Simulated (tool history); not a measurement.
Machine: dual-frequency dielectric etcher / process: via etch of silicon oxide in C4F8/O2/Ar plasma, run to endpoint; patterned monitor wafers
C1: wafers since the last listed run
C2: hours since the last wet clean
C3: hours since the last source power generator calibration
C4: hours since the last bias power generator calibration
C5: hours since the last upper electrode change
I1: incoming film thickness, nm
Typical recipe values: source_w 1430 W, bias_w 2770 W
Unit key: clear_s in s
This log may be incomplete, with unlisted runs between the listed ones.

{"run": 1, "day": 0.0, "source_w": 1430, "bias_w": 2770, "C1": 0, "C2": 363.2, "C3": 1263, "C4": 1746.5, "C5": 2648.2, "I1": 1465.7, "clear_s": 306.9}
{"run": 2, "day": 0.542, "source_w": 1430, "bias_w": 2770, "C1": 61, "C2": 376.2, "C3": 1276, "C4": 1759.5, "C5": 2661.2, "I1": 1471, "clear_s": 308.2}
{"run": 3, "day": 1.046, "source_w": 1430, "bias_w": 2589, "C1": 57, "C2": 388.3, "C3": 1288.1, "C4": 1771.6, "C5": 2673.3, "I1": 1481.1, "clear_s": 314.2}
{"run": 4, "day": 1.617, "source_w": 1430, "bias_w": 2589, "C1": 64, "C2": 402, "C3": 1301.8, "C4": 1785.3, "C5": 2687, "I1": 1452.5, "clear_s": 311.4}
{"run": 5, "day": 1.983, "source_w": 1430, "bias_w": 2770, "C1": 41, "C2": 410.8, "C3": 1310.6, "C4": 1794.1, "C5": 2695.8, "I1": 1466.6, "clear_s": 306.7}
{"run": 6, "day": 2.358, "source_w": 1430, "bias_w": 2770, "C1": 42, "C2": 419.8, "C3": 1319.6, "C4": 1803.1, "C5": 2704.8, "I1": 1470.7, "clear_s": 308.2}
{"run": 7, "day": 3.092, "source_w": 1430, "bias_w": 2770, "C1": 83, "C2": 437.4, "C3": 1337.2, "C4": 1820.7, "C5": 2722.4, "I1": 1468.1, "clear_s": 306.1}
{"run": 8, "day": 3.475, "source_w": 1430, "bias_w": 2770, "C1": 43, "C2": 446.6, "C3": 1346.4, "C4": 1829.9, "C5": 2731.6, "I1": 1460.5, "clear_s": 307.9}
{"run": 9, "day": 3.8, "source_w": 1430, "bias_w": 2770, "C1": 36, "C2": 454.4, "C3": 1354.2, "C4": 1837.7, "C5": 2739.4, "I1": 1472, "clear_s": 309.6}
{"run": 10, "day": 4.379, "source_w": 1520, "bias_w": 2770, "C1": 65, "C2": 468.3, "C3": 1368.1, "C4": 1851.6, "C5": 2753.3, "I1": 1473.2, "clear_s": 302.5}
{"run": 11, "day": 4.804, "source_w": 1520, "bias_w": 2770, "C1": 48, "C2": 478.5, "C3": 1378.3, "C4": 1861.8, "C5": 2763.5, "I1": 1466.2, "clear_s": 302.7}
{"run": 12, "day": 5.504, "source_w": 1430, "bias_w": 2770, "C1": 79, "C2": 495.3, "C3": 1395.1, "C4": 1878.6, "C5": 2780.3, "I1": 1463.7, "clear_s": 308}
{"run": 13, "day": 6.067, "source_w": 1430, "bias_w": 2770, "C1": 63, "C2": 508.8, "C3": 1408.6, "C4": 1892.1, "C5": 2793.8, "I1": 1488.3, "clear_s": 314.8}
{"run": 14, "day": 6.379, "source_w": 1430, "bias_w": 2770, "C1": 35, "C2": 516.3, "C3": 1416.1, "C4": 1899.6, "C5": 2801.3, "I1": 1459.2, "clear_s": 307.8}
{"run": 15, "day": 7.092, "source_w": 1250, "bias_w": 2770, "C1": 80, "C2": 533.4, "C3": 1433.2, "C4": 1916.7, "C5": 2818.4, "I1": 1467.4, "clear_s": 326.2}
{"run": 16, "day": 7.8, "source_w": 1250, "bias_w": 2770, "C1": 80, "C2": 550.4, "C3": 1450.2, "C4": 1933.7, "C5": 2835.4, "I1": 1479.4, "clear_s": 327.8}
{"day": 8.538, "done": "bias power generator calibrated"}
{"run": 17, "day": 8.558, "source_w": 1250, "bias_w": 2770, "C1": 67, "C2": 568.6, "C3": 1468.4, "C4": 0.5, "C5": 2853.6, "I1": 1459.8, "clear_s": 322.1}
{"run": 18, "day": 9.008, "source_w": 1430, "bias_w": 2770, "C1": 51, "C2": 579.4, "C3": 1479.2, "C4": 11.3, "C5": 2864.4, "I1": 1461, "clear_s": 309.8}
{"day": 10.283, "done": "wet clean of the chamber"}
{"run": 19, "day": 10.304, "source_w": 1740, "bias_w": 2281, "C1": 33, "C2": 0.5, "C3": 1510.3, "C4": 42.4, "C5": 2895.5, "I1": 1473.7, "clear_s": 293.2}
{"run": 20, "day": 10.321, "source_w": 1430, "bias_w": 2770, "C1": 1, "C2": 0.9, "C3": 1510.7, "C4": 42.8, "C5": 2895.9, "I1": 1461.2, "clear_s": 296.1}
{"run": 21, "day": 10.338, "source_w": 1430, "bias_w": 2573, "C1": 1, "C2": 1.3, "C3": 1511.1, "C4": 43.2, "C5": 2896.3, "I1": 1473.8, "clear_s": 303.5}

The next listed run, before its measurement:
{"run": 22, "day": 10.921, "source_w": 1600, "bias_w": 3071, "C1": 66, "C2": 15.3, "C3": 1525.1, "C4": 57.2, "C5": 2910.3, "I1": 1479.7, "clear_s": "?"}

clear_s: 282.8 s
If the tool had no hidden condition, the same run with the same run-to-run variation would have returned clear_s 281.1 s.
